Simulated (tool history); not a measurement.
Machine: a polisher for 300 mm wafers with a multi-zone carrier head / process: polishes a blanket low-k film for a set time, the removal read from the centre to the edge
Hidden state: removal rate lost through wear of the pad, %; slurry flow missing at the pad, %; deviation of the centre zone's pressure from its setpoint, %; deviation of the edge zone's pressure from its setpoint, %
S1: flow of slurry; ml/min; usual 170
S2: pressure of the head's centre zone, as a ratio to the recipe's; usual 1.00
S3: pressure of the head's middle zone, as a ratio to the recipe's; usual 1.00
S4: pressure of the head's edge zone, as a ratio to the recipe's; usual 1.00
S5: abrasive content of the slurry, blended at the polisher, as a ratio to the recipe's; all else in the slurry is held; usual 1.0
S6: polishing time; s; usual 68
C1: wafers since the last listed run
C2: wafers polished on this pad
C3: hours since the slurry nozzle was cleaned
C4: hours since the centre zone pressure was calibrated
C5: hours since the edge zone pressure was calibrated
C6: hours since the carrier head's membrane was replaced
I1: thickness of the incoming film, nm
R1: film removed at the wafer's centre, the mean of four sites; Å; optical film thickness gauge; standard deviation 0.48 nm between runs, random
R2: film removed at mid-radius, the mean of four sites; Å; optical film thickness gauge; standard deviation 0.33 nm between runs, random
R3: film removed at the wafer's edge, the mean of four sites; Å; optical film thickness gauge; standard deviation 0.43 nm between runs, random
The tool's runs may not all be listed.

run	hour	S1	S2	S3	S4	S5	S6	C1	C2	C3	C4	C5	C6	I1	R1	R2	R3
1	0.0	170	1.00	1.00	1.00	1.0	68	0	1342	139.2	464.7	801.2	1181.2	679.9	318	305	305
2	39.8	170	1.00	1.09	1.00	1.0	68	500	1842	179.0	504.5	841.0	1221.0	679.0	319	326	304
# hour 95.3: edge zone pressure recalibrated
3	105.5	170	1.00	1.09	1.00	1.0	68	800	2643	244.7	570.2	10.2	1286.7	669.8	298	321	305
# hour 139.0: slurry nozzle cleaned
4	142.9	170	1.00	1.00	0.92	1.0	68	457	3100	3.9	607.6	47.6	1324.1	676.2	298	284	291
# hour 200.3: worn pad replaced by a new one
5	200.8	170	1.00	1.00	1.00	1.0	68	677	6	61.8	665.5	105.5	1382.0	675.1	311	314	317
6	367.7	170	1.00	1.00	1.00	1.0	68	2098	2104	228.7	832.4	272.4	1548.9	673.4	308	295	303
7	438.2	170	1.00	1.00	1.00	1.0	68	886	2990	299.2	902.9	342.9	1619.4	678.5	302	288	295
# hour 448.8: slurry nozzle cleaned
# hour 457.0: centre zone pressure recalibrated
8	491.6	205	1.09	1.00	0.89	1.0	52	633	3624	42.8	34.6	396.3	1672.8	681.1	242	226	216
# hour 501.7: worn pad replaced by a new one
9	537.2	170	1.00	1.00	1.11	1.0	68	522	446	88.4	80.2	441.9	1718.4	676.7	315	318	331
10	577.0	170	1.00	1.00	1.10	1.2	68	500	946	128.2	120.0	481.7	1758.2	678.9	347	332	351
11	601.9	170	0.95	1.03	1.00	1.2	57	313	1259	153.1	144.9	506.6	1783.1	677.3	262	280	283
12	658.1	220	1.00	0.94	1.00	1.2	68	706	1965	209.3	201.1	562.8	1839.3	667.2	348	324	338
13	685.2	170	1.00	0.88	1.00	1.0	68	340	2306	236.4	228.2	589.9	1866.4	686.1	315	279	312
14	724.8	225	1.00	1.07	1.00	1.0	89	497	2804	276.0	267.8	629.5	1906.0	679.0	411	432	411
# hour 730.0: carrier head's membrane replaced by a new one
# hour 791.6: worn pad replaced by a new one
15	792.4	170	1.00	0.89	1.04	1.0	68	736	9	343.6	335.4	697.1	62.4	681.8	330	285	326
16	823.5	170	1.00	1.00	0.96	1.0	58	390	400	374.7	366.5	728.2	93.5	681.9	277	274	275
# hour 824.8: slurry nozzle cleaned
17	884.6	205	1.00	1.08	1.05	1.0	68	755	1156	59.8	427.6	789.3	154.6	679.8	337	349	329
# hour 896.1: edge zone pressure recalibrated
18	933.7	170	1.00	1.00	1.00	1.0	68	592	1748	108.9	476.7	37.6	203.7	688.7	316	309	318
19	961.5	215	1.00	1.06	1.00	1.0	68	349	2097	136.7	504.5	65.4	231.5	687.2	327	338	320
20	1032.0	220	1.00	1.00	1.00	1.1	68	886	2983	207.2	575.0	135.9	302.0	689.3	331	317	329
21	1079.9	170	1.00	1.00	1.00	1.0	68	602	3586	255.1	622.9	183.8	349.9	676.2	303	293	298
# hour 1147.7: worn pad replaced by a new one
22	1150.1	170	1.00	1.00	1.09	1.0	76	832	30	325.3	693.1	254.0	420.1	674.2	367	358	371

Alternative continuations, all from the tool just after run 22; predict every row:
A	1150.5	170	1.00	1.00	1.08	1.0	68	5	35	325.7	693.5	254.4	420.5	687.2	?	?	?
B	1150.5	215	1.00	1.00	0.94	0.9	68	5	35	325.7	693.5	254.4	420.5	687.2	?	?	?
C	1150.5	170	1.00	1.00	0.97	1.1	46	5	35	325.7	693.5	254.4	420.5	687.2	?	?	?

run	R1	R2	R3
A	328	318	335
B	332	320	318
C	229	222	225
Take away the tool's hidden state, keep each run's random variation, and the runs would have read:
run	R1	R2	R3
A	334	324	341
B	338	326	323
C	233	226	229

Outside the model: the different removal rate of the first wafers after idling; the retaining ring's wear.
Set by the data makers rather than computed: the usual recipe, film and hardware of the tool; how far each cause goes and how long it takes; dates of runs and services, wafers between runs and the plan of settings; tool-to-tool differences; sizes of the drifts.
